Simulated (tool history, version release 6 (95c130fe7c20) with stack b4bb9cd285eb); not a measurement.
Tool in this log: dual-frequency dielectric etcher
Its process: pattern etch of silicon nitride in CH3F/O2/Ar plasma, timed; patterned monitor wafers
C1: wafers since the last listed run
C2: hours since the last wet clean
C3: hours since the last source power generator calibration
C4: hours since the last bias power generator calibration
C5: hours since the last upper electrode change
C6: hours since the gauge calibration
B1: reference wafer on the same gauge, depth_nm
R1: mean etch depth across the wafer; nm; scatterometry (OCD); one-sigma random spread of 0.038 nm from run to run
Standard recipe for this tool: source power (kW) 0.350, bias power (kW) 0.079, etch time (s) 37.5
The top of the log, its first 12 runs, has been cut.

run 13 hour=143.3 | source_power_(kW)=0.410 bias_power_(kW)=0.079 etch_time_(s)=46.0 | C1=3 C2=143.8 C3=11.2 C4=108.6 C5=1.2 C6=254.1 | B1=28.20 | R1=34.19
run 14 hour=155.0 | source_power_(kW)=0.350 bias_power_(kW)=0.079 etch_time_(s)=37.5 | C1=141 C2=155.5 C3=22.9 C4=120.3 C5=12.9 C6=265.8 | B1=28.19 | R1=25.52
run 15 hour=168.9 | source_power_(kW)=0.320 bias_power_(kW)=0.091 etch_time_(s)=33.0 | C1=168 C2=169.4 C3=36.8 C4=134.2 C5=26.8 C6=279.7 | B1=28.20 | R1=22.81
run 16 hour=182.0 | source_power_(kW)=0.350 bias_power_(kW)=0.079 etch_time_(s)=37.5 | C1=158 C2=182.5 C3=49.9 C4=147.3 C5=39.9 C6=292.8 | B1=28.20 | R1=25.59
run 17 hour=189.5 | source_power_(kW)=0.350 bias_power_(kW)=0.079 etch_time_(s)=37.5 | C1=90 C2=190.0 C3=57.4 C4=154.8 C5=47.4 C6=300.3 | B1=28.21 | R1=25.61
run 18 hour=206.8 | source_power_(kW)=0.350 bias_power_(kW)=0.079 etch_time_(s)=37.5 | C1=209 C2=207.3 C3=74.7 C4=172.1 C5=64.7 C6=317.6 | B1=28.20 | R1=25.64
run 19 hour=246.8 | source_power_(kW)=0.420 bias_power_(kW)=0.061 etch_time_(s)=29.0 | C1=483 C2=247.3 C3=114.7 C4=212.1 C5=104.7 C6=357.6 | B1=28.20 | R1=19.53
-- hour=254.0 gauge calibrated
run 20 hour=263.9 | source_power_(kW)=0.350 bias_power_(kW)=0.079 etch_time_(s)=37.5 | C1=206 C2=264.4 C3=131.8 C4=229.2 C5=121.8 C6=9.9 | B1=28.21 | R1=25.58
run 21 hour=280.5 | source_power_(kW)=0.350 bias_power_(kW)=0.087 etch_time_(s)=37.5 | C1=200 C2=281.0 C3=148.4 C4=245.8 C5=138.4 C6=26.5 | B1=28.21 | R1=26.77
run 22 hour=287.0 | source_power_(kW)=0.350 bias_power_(kW)=0.079 etch_time_(s)=37.5 | C1=78 C2=287.5 C3=154.9 C4=252.3 C5=144.9 C6=33.0 | B1=28.19 | R1=25.65
run 23 hour=296.8 | source_power_(kW)=0.350 bias_power_(kW)=0.070 etch_time_(s)=37.5 | C1=118 C2=297.3 C3=164.7 C4=262.1 C5=154.7 C6=42.8 | B1=28.20 | R1=24.29
run 24 hour=310.4 | source_power_(kW)=0.260 bias_power_(kW)=0.072 etch_time_(s)=42.5 | C1=164 C2=310.9 C3=178.3 C4=275.7 C5=168.3 C6=56.4 | B1=28.21 | R1=23.36
run 25 hour=325.0 | source_power_(kW)=0.280 bias_power_(kW)=0.067 etch_time_(s)=46.5 | C1=176 C2=325.5 C3=192.9 C4=290.3 C5=182.9 C6=71.0 | B1=28.19 | R1=25.94
run 26 hour=365.8 | source_power_(kW)=0.400 bias_power_(kW)=0.062 etch_time_(s)=32.0 | C1=493 C2=366.3 C3=233.7 C4=331.1 C5=223.7 C6=111.8 | B1=28.21 | R1=21.19
run 27 hour=381.4 | source_power_(kW)=0.300 bias_power_(kW)=0.079 etch_time_(s)=37.5 | C1=188 C2=381.9 C3=249.3 C4=346.7 C5=239.3 C6=127.4 | B1=28.19 | R1=23.52
run 28 hour=390.3 | source_power_(kW)=0.290 bias_power_(kW)=0.088 etch_time_(s)=34.0 | C1=107 C2=390.8 C3=258.2 C4=355.6 C5=248.2 C6=136.3 | B1=28.20 | R1=22.00
run 29 hour=396.7 | source_power_(kW)=0.350 bias_power_(kW)=0.079 etch_time_(s)=45.5 | C1=77 C2=397.2 C3=264.6 C4=362.0 C5=254.6 C6=142.7 | B1=28.20 | R1=31.23

Run 30 has not been measured yet. What should we expect?
run 30 hour=405.7 | source_power_(kW)=0.350 bias_power_(kW)=0.079 etch_time_(s)=37.5 | C1=108 C2=406.2 C3=273.6 C4=371.0 C5=263.6 C6=151.7 | B1=? | R1=?

{"run 30": {"B1": 28.2, "R1": 25.72}}
Take away the tool's hidden state, keep the run-to-run variation as it was, and the same run would have given R1 25.37 nm.

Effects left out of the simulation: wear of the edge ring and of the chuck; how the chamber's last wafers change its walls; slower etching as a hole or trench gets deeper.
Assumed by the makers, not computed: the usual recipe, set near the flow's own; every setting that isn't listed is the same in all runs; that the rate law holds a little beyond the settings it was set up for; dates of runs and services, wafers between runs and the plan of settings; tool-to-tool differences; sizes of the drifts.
